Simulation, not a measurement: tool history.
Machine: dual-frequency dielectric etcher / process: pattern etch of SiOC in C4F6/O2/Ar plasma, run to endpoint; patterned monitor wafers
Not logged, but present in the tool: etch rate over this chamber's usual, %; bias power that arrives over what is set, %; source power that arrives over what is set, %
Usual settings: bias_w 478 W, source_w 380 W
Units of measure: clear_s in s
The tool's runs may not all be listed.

| run | hour | bias_w | source_w | wafers since the last listed run | hours since the last wet clean | hours since the last bias power generator calibration | hours since the last source power generator calibration | hours since the last upper electrode change | incoming incoming film thickness, nm | clear_s |
|---|---|---|---|---|---|---|---|---|---|---|
| 1 | 0.0 | 559 | 430 | 0 | 340.4 | 1790.4 | 4673.2 | 2222.9 | 48.93 | 14.4 |
| 2 | 12.8 | 478 | 380 | 218 | 353.2 | 1803.2 | 4686.0 | 2235.7 | 49.06 | 16.7 |
| 3 | 24.5 | 478 | 380 | 199 | 364.9 | 1814.9 | 4697.7 | 2247.4 | 48.57 | 16.4 |
| 4 | 41.8 | 448 | 380 | 295 | 382.2 | 1832.2 | 4715.0 | 2264.7 | 48.79 | 16.8 |
| 5 | 89.5 | 448 | 380 | 814 | 429.9 | 1879.9 | 4762.7 | 2312.4 | 48.56 | 16.7 |
|  | 94.0 | source power generator calibrated |
| 6 | 97.5 | 505 | 380 | 68 | 437.9 | 1887.9 | 3.5 | 2320.4 | 48.98 | 15.9 |
| 7 | 111.4 | 478 | 380 | 237 | 451.8 | 1901.8 | 17.4 | 2334.3 | 49.10 | 16.4 |
|  | 139.1 | wet clean of the chamber |
| 8 | 139.6 | 478 | 380 | 71 | 0.5 | 1930.0 | 45.6 | 2362.5 | 48.95 | 16.4 |
| 9 | 140.0 | 478 | 380 | 6 | 0.9 | 1930.4 | 46.0 | 2362.9 | 48.22 | 16.3 |
| 10 | 143.1 | 430 | 420 | 52 | 4.0 | 1933.5 | 49.1 | 2366.0 | 48.84 | 16.0 |
| 11 | 150.3 | 478 | 380 | 122 | 11.2 | 1940.7 | 56.3 | 2373.2 | 49.14 | 16.6 |
| 12 | 160.0 | 535 | 380 | 165 | 20.9 | 1950.4 | 66.0 | 2382.9 | 48.88 | 15.8 |
|  | 180.8 | bias power generator calibrated |
|  | 188.3 | upper electrode replaced |
| 13 | 188.8 | 419 | 410 | 294 | 49.7 | 8.0 | 94.8 | 0.5 | 48.81 | 16.5 |
| 14 | 197.5 | 478 | 380 | 148 | 58.4 | 16.7 | 103.5 | 9.2 | 48.71 | 16.4 |
| 15 | 206.4 | 580 | 440 | 151 | 67.3 | 25.6 | 112.4 | 18.1 | 48.55 | 14.2 |
| 16 | 217.8 | 528 | 430 | 194 | 78.7 | 37.0 | 123.8 | 29.5 | 48.47 | 14.7 |
| 17 | 232.2 | 478 | 380 | 245 | 93.1 | 51.4 | 138.2 | 43.9 | 48.81 | 16.3 |
| 18 | 240.5 | 478 | 300 | 141 | 101.4 | 59.7 | 146.5 | 52.2 | 49.09 | 19.1 |

Hidden state at the last listed run before each entry between runs and at the first one after, where it differs:
Between runs 5 and 6: source power generator calibrated (hour 94.0)
  no hidden state differs between the two runs
Between runs 7 and 8: wet clean of the chamber (hour 139.1)
  no hidden state differs between the two runs
Between runs 12 and 13: bias power generator calibrated (hour 180.8); upper electrode replaced (hour 188.3)
  no hidden state differs between the two runs
